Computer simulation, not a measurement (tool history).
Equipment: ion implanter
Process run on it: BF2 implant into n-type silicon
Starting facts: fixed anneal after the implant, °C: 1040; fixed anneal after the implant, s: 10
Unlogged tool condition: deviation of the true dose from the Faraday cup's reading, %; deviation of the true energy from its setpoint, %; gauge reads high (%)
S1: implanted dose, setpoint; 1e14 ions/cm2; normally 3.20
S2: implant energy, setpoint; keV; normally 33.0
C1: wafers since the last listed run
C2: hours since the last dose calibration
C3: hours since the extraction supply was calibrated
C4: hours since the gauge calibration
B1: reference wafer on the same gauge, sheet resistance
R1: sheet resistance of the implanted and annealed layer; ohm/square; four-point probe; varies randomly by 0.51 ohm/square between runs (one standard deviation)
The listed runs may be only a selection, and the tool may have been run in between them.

run,hour,S1,S2,C1,C2,C3,C4,B1,R1
1,0.0,3.20,33.0,0,1976.0,3266.3,110.4,383.99,347.44
2,14.9,3.20,33.0,296,1990.9,3281.2,125.3,383.88,348.76
3,25.0,3.20,33.0,201,2001.0,3291.3,135.4,383.89,349.35
4,36.2,3.20,33.0,222,2012.2,3302.5,146.6,384.03,349.68
# hour 41.3: gauge calibrated
5,48.2,3.20,33.0,238,2024.2,3314.5,6.9,384.08,349.78
6,55.7,2.89,33.0,149,2031.7,3322.0,14.4,384.04,380.30
7,68.4,3.20,33.0,252,2044.4,3334.7,27.1,384.05,349.08
8,81.3,3.20,36.5,256,2057.3,3347.6,40.0,384.17,345.70
9,91.7,3.20,36.5,206,2067.7,3358.0,50.4,383.95,346.10
10,109.2,3.20,36.5,348,2085.2,3375.5,67.9,384.01,346.02
# hour 121.7: Faraday cup replaced and dose calibrated
11,122.2,2.53,33.0,99,0.5,3388.5,80.9,383.92,413.09
# hour 132.6: extraction supply calibrated
12,133.1,2.71,24.5,57,11.4,0.5,91.8,383.89,403.19
13,139.3,3.99,27.0,123,17.6,6.7,98.0,384.02,286.91
14,155.0,3.20,33.0,312,33.3,22.4,113.7,383.88,338.30
15,199.2,3.20,33.0,879,77.5,66.6,157.9,383.98,339.39
# hour 207.6: gauge calibrated
16,215.1,3.20,33.0,316,93.4,82.5,7.5,384.02,339.22
17,222.6,4.04,33.0,149,100.9,90.0,15.0,384.08,277.72
18,239.3,3.20,33.0,332,117.6,106.7,31.7,383.92,339.80
19,250.2,3.48,37.0,216,128.5,117.6,42.6,383.97,310.87
20,256.3,2.39,36.0,121,134.6,123.7,48.7,383.92,429.80
21,265.0,3.20,33.0,173,143.3,132.4,57.4,383.95,339.02
22,298.2,2.29,37.5,660,176.5,165.6,90.6,383.88,443.28
23,307.7,3.20,29.5,189,186.0,175.1,100.1,383.94,342.68

Same runs, no hidden state in the tool, same run-to-run variation:
run,R1
1,336.93
2,338.03
3,338.48
4,338.67
5,338.61
6,368.17
7,337.70
8,334.33
9,334.59
10,334.29
11,411.92
12,402.02
13,286.08
14,337.31
15,338.39
16,338.21
17,276.89
18,338.78
19,309.92
20,428.52
21,337.98
22,441.93
23,341.59
